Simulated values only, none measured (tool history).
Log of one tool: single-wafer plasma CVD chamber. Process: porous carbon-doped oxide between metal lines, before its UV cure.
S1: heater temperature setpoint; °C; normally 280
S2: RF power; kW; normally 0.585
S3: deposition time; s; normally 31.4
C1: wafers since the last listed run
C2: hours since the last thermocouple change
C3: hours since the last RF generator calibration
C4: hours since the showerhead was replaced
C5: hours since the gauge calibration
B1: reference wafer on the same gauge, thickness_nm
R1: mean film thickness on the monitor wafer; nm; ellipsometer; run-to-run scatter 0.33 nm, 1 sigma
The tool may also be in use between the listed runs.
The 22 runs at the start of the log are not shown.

run,hour,S1,S2,S3,C1,C2,C3,C4,C5,B1,R1
23,270.8,269,0.640,33.8,256,53.8,84.6,7.7,134.8,184.075,273.820
24,278.2,294,0.585,33.1,263,61.2,92.0,15.1,142.2,184.070,209.115
25,292.1,280,0.585,31.4,494,75.1,105.9,29.0,156.1,183.859,218.703
26,305.4,286,0.585,31.4,473,88.4,119.2,42.3,169.4,183.884,209.633
27,313.8,280,0.500,31.4,299,96.8,127.6,50.7,177.8,184.015,192.246
28,328.0,280,0.585,31.4,505,111.0,141.8,64.9,192.0,183.909,218.783
29,336.2,280,0.685,31.4,292,119.2,150.0,73.1,200.2,183.949,246.898
30,351.9,280,0.635,33.7,559,134.9,165.7,88.8,215.9,184.069,250.097
31,366.7,280,0.585,31.4,527,149.7,180.5,103.6,230.7,184.044,219.422

Predict each of these 5 candidate next runs independently; none follows another, all start after run 31:
A,367.1,266,0.585,31.4,14,150.1,180.9,104.0,231.1,?,?
B,367.1,289,0.695,31.4,14,150.1,180.9,104.0,231.1,?,?
C,367.1,274,0.505,29.4,14,150.1,180.9,104.0,231.1,?,?
D,367.1,266,0.495,34.3,14,150.1,180.9,104.0,231.1,?,?
E,367.1,293,0.690,37.5,14,150.1,180.9,104.0,231.1,?,?

run,B1,R1
A,183.869,243.136
B,183.869,234.896
C,183.869,189.959
D,183.869,230.459
E,183.869,270.190
What these runs would have given with no unlogged condition in the tool:
run,R1
A,241.942
B,233.897
C,189.080
D,229.341
E,269.091
